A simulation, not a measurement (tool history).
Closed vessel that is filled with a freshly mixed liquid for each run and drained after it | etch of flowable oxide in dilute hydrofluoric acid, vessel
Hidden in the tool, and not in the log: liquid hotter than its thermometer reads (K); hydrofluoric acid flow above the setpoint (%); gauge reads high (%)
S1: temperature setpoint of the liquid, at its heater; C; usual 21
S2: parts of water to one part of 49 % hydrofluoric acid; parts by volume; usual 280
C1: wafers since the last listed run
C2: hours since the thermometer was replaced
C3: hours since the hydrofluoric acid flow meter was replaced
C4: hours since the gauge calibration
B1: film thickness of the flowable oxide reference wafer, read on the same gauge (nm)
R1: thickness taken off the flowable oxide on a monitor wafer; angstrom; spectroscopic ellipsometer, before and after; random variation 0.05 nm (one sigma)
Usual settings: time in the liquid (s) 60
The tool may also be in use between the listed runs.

run 1 day=0 | S1=21 S2=280 time_in_the_liquid_(s)=60 | C1=0 C2=48 C3=1487.8 C4=377.5 | B1=40 | R1=60.4
run 2 day=2.146 | S1=21 S2=280 time_in_the_liquid_(s)=60 | C1=3858 C2=99.5 C3=1539.3 C4=429 | B1=40.02 | R1=60.1
run 3 day=6.554 | S1=21 S2=280 time_in_the_liquid_(s)=60 | C1=7927 C2=205.3 C3=1645.1 C4=534.8 | B1=40.02 | R1=58.9
run 4 day=10.075 | S1=21 S2=280 time_in_the_liquid_(s)=60 | C1=6331 C2=289.8 C3=1729.6 C4=619.3 | B1=40 | R1=60.2
run 5 day=12.046 | S1=21 S2=280 time_in_the_liquid_(s)=60 | C1=3544 C2=337.1 C3=1776.9 C4=666.6 | B1=40.04 | R1=60.6
run 6 day=15.812 | S1=17.5 S2=185 time_in_the_liquid_(s)=60 | C1=6773 C2=427.5 C3=1867.3 C4=757 | B1=40.01 | R1=87
run 7 day=19.858 | S1=17.5 S2=185 time_in_the_liquid_(s)=60 | C1=7275 C2=524.6 C3=1964.4 C4=854.1 | B1=40.02 | R1=87.5
-- day=21.942 gauge calibrated
run 8 day=23.35 | S1=17.5 S2=185 time_in_the_liquid_(s)=60 | C1=6279 C2=608.4 C3=2048.2 C4=33.8 | B1=39.97 | R1=88.3
run 9 day=27.638 | S1=21 S2=280 time_in_the_liquid_(s)=60 | C1=7710 C2=711.3 C3=2151.1 C4=136.7 | B1=40 | R1=61.9
run 10 day=29.346 | S1=21 S2=280 time_in_the_liquid_(s)=60 | C1=3072 C2=752.3 C3=2192.1 C4=177.7 | B1=39.98 | R1=61.1
-- day=30.421 thermometer replaced
-- day=37.592 hydrofluoric acid flow meter replaced
run 11 day=39.917 | S1=17.5 S2=215 time_in_the_liquid_(s)=60 | C1=18859 C2=227.9 C3=55.8 C4=431.4 | B1=40.03 | R1=64.3
run 12 day=41.754 | S1=21 S2=190 time_in_the_liquid_(s)=60 | C1=3304 C2=272 C3=99.9 C4=475.5 | B1=40 | R1=86.6
run 13 day=43.85 | S1=19 S2=315 time_in_the_liquid_(s)=60 | C1=3768 C2=322.3 C3=150.2 C4=525.8 | B1=40.01 | R1=43.4
run 14 day=47.179 | S1=21 S2=280 time_in_the_liquid_(s)=60 | C1=5986 C2=402.2 C3=230.1 C4=605.7 | B1=40.01 | R1=53.9
run 15 day=49.746 | S1=21 S2=280 time_in_the_liquid_(s)=60 | C1=4615 C2=463.8 C3=291.7 C4=667.3 | B1=40 | R1=54.3
run 16 day=51.329 | S1=21 S2=280 time_in_the_liquid_(s)=60 | C1=2847 C2=501.8 C3=329.7 C4=705.3 | B1=40.01 | R1=53.8
run 17 day=53.375 | S1=21 S2=210 time_in_the_liquid_(s)=30 | C1=3679 C2=550.9 C3=378.8 C4=754.4 | B1=39.98 | R1=38.3
run 18 day=55.754 | S1=21 S2=280 time_in_the_liquid_(s)=60 | C1=4278 C2=608 C3=435.9 C4=811.5 | B1=40.01 | R1=55.6
run 19 day=58.704 | S1=21 S2=340 time_in_the_liquid_(s)=40 | C1=5305 C2=678.8 C3=506.7 C4=882.3 | B1=39.99 | R1=28.7
-- day=59.025 gauge calibrated
run 20 day=62.292 | S1=22.5 S2=330 time_in_the_liquid_(s)=60 | C1=6451 C2=764.9 C3=592.8 C4=78.4 | B1=40.02 | R1=47.2
run 21 day=64.567 | S1=18 S2=320 time_in_the_liquid_(s)=45 | C1=4091 C2=819.5 C3=647.4 C4=133 | B1=40 | R1=31.6

Forecast each of these 4 alternatives for the next run:
run A day=64.596 | S1=21 S2=280 time_in_the_liquid_(s)=60 | C1=52 C2=820.2 C3=648.1 C4=133.7 | B1=? | R1=?
run B day=64.596 | S1=23 S2=190 time_in_the_liquid_(s)=75 | C1=52 C2=820.2 C3=648.1 C4=133.7 | B1=? | R1=?
run C day=64.596 | S1=22.5 S2=175 time_in_the_liquid_(s)=95 | C1=52 C2=820.2 C3=648.1 C4=133.7 | B1=? | R1=?
run D day=64.596 | S1=21 S2=355 time_in_the_liquid_(s)=75 | C1=52 C2=820.2 C3=648.1 C4=133.7 | B1=? | R1=?

run=A B1=40.02 R1=55.3
run=B B1=40.02 R1=119.6
run=C B1=40.02 R1=163.9
run=D B1=40.02 R1=51
Without the tool's hidden state the same runs would have given:
run=A R1=52.9
run=B R1=114.8
run=C R1=157.4
run=D R1=48.8
